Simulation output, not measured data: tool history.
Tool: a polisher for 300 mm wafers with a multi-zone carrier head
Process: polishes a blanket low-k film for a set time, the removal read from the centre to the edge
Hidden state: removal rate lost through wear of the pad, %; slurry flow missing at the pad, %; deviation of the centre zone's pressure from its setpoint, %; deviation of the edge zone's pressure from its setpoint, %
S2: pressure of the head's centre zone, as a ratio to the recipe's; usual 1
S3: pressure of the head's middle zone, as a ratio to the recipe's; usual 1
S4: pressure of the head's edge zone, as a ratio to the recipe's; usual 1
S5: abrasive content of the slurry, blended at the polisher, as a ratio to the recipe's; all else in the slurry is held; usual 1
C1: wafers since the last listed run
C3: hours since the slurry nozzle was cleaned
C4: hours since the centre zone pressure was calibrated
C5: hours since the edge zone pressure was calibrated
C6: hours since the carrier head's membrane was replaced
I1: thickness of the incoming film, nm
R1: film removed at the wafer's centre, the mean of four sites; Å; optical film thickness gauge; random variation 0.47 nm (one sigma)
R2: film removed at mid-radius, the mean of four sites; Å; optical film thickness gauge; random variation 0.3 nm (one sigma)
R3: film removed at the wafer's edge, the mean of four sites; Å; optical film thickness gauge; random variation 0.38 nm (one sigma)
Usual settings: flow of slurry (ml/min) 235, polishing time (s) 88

{"run": 1, "hour": 0.0, "flow of slurry (ml/min)": 235, "S2": 1, "S3": 1, "S4": 1, "S5": 1, "polishing time (s)": 88, "C1": 0, "wafers polished on this pad": 411, "C3": 547.5, "C4": 186.9, "C5": 157.7, "C6": 521.5, "I1": 433.6, "R1": 314, "R2": 303, "R3": 309}
{"run": 2, "hour": 27.7, "flow of slurry (ml/min)": 235, "S2": 1, "S3": 0.91, "S4": 1.04, "S5": 1, "polishing time (s)": 118, "C1": 302, "wafers polished on this pad": 714, "C3": 575.2, "C4": 214.6, "C5": 185.4, "C6": 549.2, "I1": 437.9, "R1": 426, "R2": 374, "R3": 418}
{"run": 3, "hour": 43.4, "flow of slurry (ml/min)": 235, "S2": 1, "S3": 1, "S4": 1, "S5": 1, "polishing time (s)": 88, "C1": 171, "wafers polished on this pad": 885, "C3": 590.9, "C4": 230.3, "C5": 201.1, "C6": 564.9, "I1": 440.2, "R1": 306, "R2": 302, "R3": 306}
{"run": 4, "hour": 69.6, "flow of slurry (ml/min)": 170, "S2": 1.05, "S3": 1, "S4": 0.93, "S5": 1, "polishing time (s)": 88, "C1": 285, "wafers polished on this pad": 1171, "C3": 617.1, "C4": 256.5, "C5": 227.3, "C6": 591.1, "I1": 436.6, "R1": 306, "R2": 282, "R3": 283}
{"run": 5, "hour": 119.8, "flow of slurry (ml/min)": 235, "S2": 1, "S3": 1, "S4": 1, "S5": 1, "polishing time (s)": 88, "C1": 547, "wafers polished on this pad": 1719, "C3": 667.3, "C4": 306.7, "C5": 277.5, "C6": 641.3, "I1": 435.9, "R1": 309, "R2": 300, "R3": 303}
{"run": 6, "hour": 146.3, "flow of slurry (ml/min)": 235, "S2": 1.09, "S3": 0.89, "S4": 1.07, "S5": 1, "polishing time (s)": 88, "C1": 289, "wafers polished on this pad": 2008, "C3": 693.8, "C4": 333.2, "C5": 304, "C6": 667.8, "I1": 436.5, "R1": 341, "R2": 270, "R3": 313}
{"run": 7, "hour": 165.0, "flow of slurry (ml/min)": 235, "S2": 1, "S3": 1.11, "S4": 1, "S5": 1, "polishing time (s)": 88, "C1": 204, "wafers polished on this pad": 2213, "C3": 712.5, "C4": 351.9, "C5": 322.7, "C6": 686.5, "I1": 445.1, "R1": 311, "R2": 318, "R3": 305}
{"hour": 183.2, "done": "worn pad replaced by a new one"}
{"run": 8, "hour": 184.9, "flow of slurry (ml/min)": 235, "S2": 1, "S3": 1, "S4": 1, "S5": 0.9, "polishing time (s)": 88, "C1": 173, "wafers polished on this pad": 18, "C3": 732.4, "C4": 371.8, "C5": 342.6, "C6": 706.4, "I1": 434.6, "R1": 278, "R2": 275, "R3": 281}
{"hour": 188.2, "done": "slurry nozzle cleaned"}
{"run": 9, "hour": 213.1, "flow of slurry (ml/min)": 235, "S2": 1, "S3": 1.06, "S4": 1.04, "S5": 1, "polishing time (s)": 88, "C1": 296, "wafers polished on this pad": 315, "C3": 24.9, "C4": 400, "C5": 370.8, "C6": 734.6, "I1": 442.8, "R1": 337, "R2": 332, "R3": 321}
{"hour": 233.3, "done": "centre zone pressure recalibrated"}
{"run": 10, "hour": 240.0, "flow of slurry (ml/min)": 310, "S2": 1.08, "S3": 1, "S4": 1, "S5": 1, "polishing time (s)": 88, "C1": 271, "wafers polished on this pad": 587, "C3": 51.8, "C4": 6.7, "C5": 397.7, "C6": 761.5, "I1": 438.2, "R1": 377, "R2": 326, "R3": 328}
{"hour": 260.5, "done": "carrier head's membrane replaced by a new one"}
{"run": 11, "hour": 261.0, "flow of slurry (ml/min)": 290, "S2": 1, "S3": 1, "S4": 1, "S5": 0.75, "polishing time (s)": 88, "C1": 174, "wafers polished on this pad": 762, "C3": 72.8, "C4": 27.7, "C5": 418.7, "C6": 0.5, "I1": 439.4, "R1": 297, "R2": 280, "R3": 284}
{"run": 12, "hour": 287.8, "flow of slurry (ml/min)": 235, "S2": 1, "S3": 1, "S4": 1, "S5": 1, "polishing time (s)": 88, "C1": 292, "wafers polished on this pad": 1054, "C3": 99.6, "C4": 54.5, "C5": 445.5, "C6": 27.3, "I1": 439.3, "R1": 326, "R2": 317, "R3": 319}
{"run": 13, "hour": 327.9, "flow of slurry (ml/min)": 235, "S2": 1, "S3": 1, "S4": 1, "S5": 1, "polishing time (s)": 88, "C1": 437, "wafers polished on this pad": 1492, "C3": 139.7, "C4": 94.6, "C5": 485.6, "C6": 67.4, "I1": 442.4, "R1": 335, "R2": 317, "R3": 314}
{"run": 14, "hour": 359.5, "flow of slurry (ml/min)": 260, "S2": 1, "S3": 1.04, "S4": 1, "S5": 0.8, "polishing time (s)": 88, "C1": 344, "wafers polished on this pad": 1837, "C3": 171.3, "C4": 126.2, "C5": 517.2, "C6": 99, "I1": 435.8, "R1": 303, "R2": 293, "R3": 283}
{"hour": 451.3, "done": "worn pad replaced by a new one"}
{"run": 15, "hour": 451.8, "flow of slurry (ml/min)": 235, "S2": 1, "S3": 1, "S4": 0.9, "S5": 1, "polishing time (s)": 88, "C1": 963, "wafers polished on this pad": 5, "C3": 263.6, "C4": 218.5, "C5": 609.5, "C6": 191.3, "I1": 439.1, "R1": 330, "R2": 312, "R3": 302}
{"run": 16, "hour": 476.2, "flow of slurry (ml/min)": 235, "S2": 1, "S3": 0.91, "S4": 1, "S5": 1, "polishing time (s)": 88, "C1": 266, "wafers polished on this pad": 272, "C3": 288, "C4": 242.9, "C5": 633.9, "C6": 215.7, "I1": 438.7, "R1": 331, "R2": 293, "R3": 321}
{"run": 17, "hour": 490.2, "flow of slurry (ml/min)": 235, "S2": 1, "S3": 0.92, "S4": 1, "S5": 1.1, "polishing time (s)": 88, "C1": 152, "wafers polished on this pad": 424, "C3": 302, "C4": 256.9, "C5": 647.9, "C6": 229.7, "I1": 442.4, "R1": 340, "R2": 306, "R3": 330}
{"run": 18, "hour": 506.8, "flow of slurry (ml/min)": 200, "S2": 0.89, "S3": 1.03, "S4": 1, "S5": 1.3, "polishing time (s)": 88, "C1": 181, "wafers polished on this pad": 606, "C3": 318.6, "C4": 273.5, "C5": 664.5, "C6": 246.3, "I1": 443.7, "R1": 315, "R2": 351, "R3": 355}
{"run": 19, "hour": 531.0, "flow of slurry (ml/min)": 235, "S2": 1, "S3": 1, "S4": 1, "S5": 0.75, "polishing time (s)": 88, "C1": 264, "wafers polished on this pad": 870, "C3": 342.8, "C4": 297.7, "C5": 688.7, "C6": 270.5, "I1": 443.8, "R1": 280, "R2": 266, "R3": 276}
{"run": 20, "hour": 556.2, "flow of slurry (ml/min)": 235, "S2": 1, "S3": 1, "S4": 1, "S5": 1.25, "polishing time (s)": 88, "C1": 275, "wafers polished on this pad": 1145, "C3": 368, "C4": 322.9, "C5": 713.9, "C6": 295.7, "I1": 433.2, "R1": 357, "R2": 344, "R3": 344}
{"run": 21, "hour": 572.2, "flow of slurry (ml/min)": 235, "S2": 1, "S3": 1, "S4": 1, "S5": 1, "polishing time (s)": 88, "C1": 174, "wafers polished on this pad": 1319, "C3": 384, "C4": 338.9, "C5": 729.9, "C6": 311.7, "I1": 440.8, "R1": 319, "R2": 316, "R3": 315}
{"run": 22, "hour": 602.0, "flow of slurry (ml/min)": 235, "S2": 1, "S3": 1, "S4": 1, "S5": 1, "polishing time (s)": 88, "C1": 325, "wafers polished on this pad": 1645, "C3": 413.8, "C4": 368.7, "C5": 759.7, "C6": 341.5, "I1": 445.2, "R1": 325, "R2": 309, "R3": 313}
{"run": 23, "hour": 628.0, "flow of slurry (ml/min)": 235, "S2": 1, "S3": 1, "S4": 1, "S5": 1, "polishing time (s)": 88, "C1": 283, "wafers polished on this pad": 1929, "C3": 439.8, "C4": 394.7, "C5": 785.7, "C6": 367.5, "I1": 446.2, "R1": 317, "R2": 305, "R3": 312}

Forecast each of these 3 alternatives for the next run:
{"run": "A", "hour": 628.4, "flow of slurry (ml/min)": 235, "S2": 1, "S3": 1, "S4": 1, "S5": 1, "polishing time (s)": 88, "C1": 4, "wafers polished on this pad": 1933, "C3": 440.2, "C4": 395.1, "C5": 786.1, "C6": 367.9, "I1": 438.9, "R1": "?", "R2": "?", "R3": "?"}
{"run": "B", "hour": 628.4, "flow of slurry (ml/min)": 265, "S2": 1.11, "S3": 1, "S4": 1, "S5": 1, "polishing time (s)": 88, "C1": 4, "wafers polished on this pad": 1933, "C3": 440.2, "C4": 395.1, "C5": 786.1, "C6": 367.9, "I1": 438.9, "R1": "?", "R2": "?", "R3": "?"}
{"run": "C", "hour": 628.4, "flow of slurry (ml/min)": 210, "S2": 1.11, "S3": 1, "S4": 1, "S5": 1, "polishing time (s)": 88, "C1": 4, "wafers polished on this pad": 1933, "C3": 440.2, "C4": 395.1, "C5": 786.1, "C6": 367.9, "I1": 438.9, "R1": "?", "R2": "?", "R3": "?"}

run=A R1=322 R2=311 R3=321
run=B R1=363 R2=316 R3=325
run=C R1=351 R2=306 R3=317
Without the tool's hidden state the same runs would have given:
run=A R1=331 R2=319 R3=327
run=B R1=373 R2=323 R3=330
run=C R1=362 R2=314 R3=324
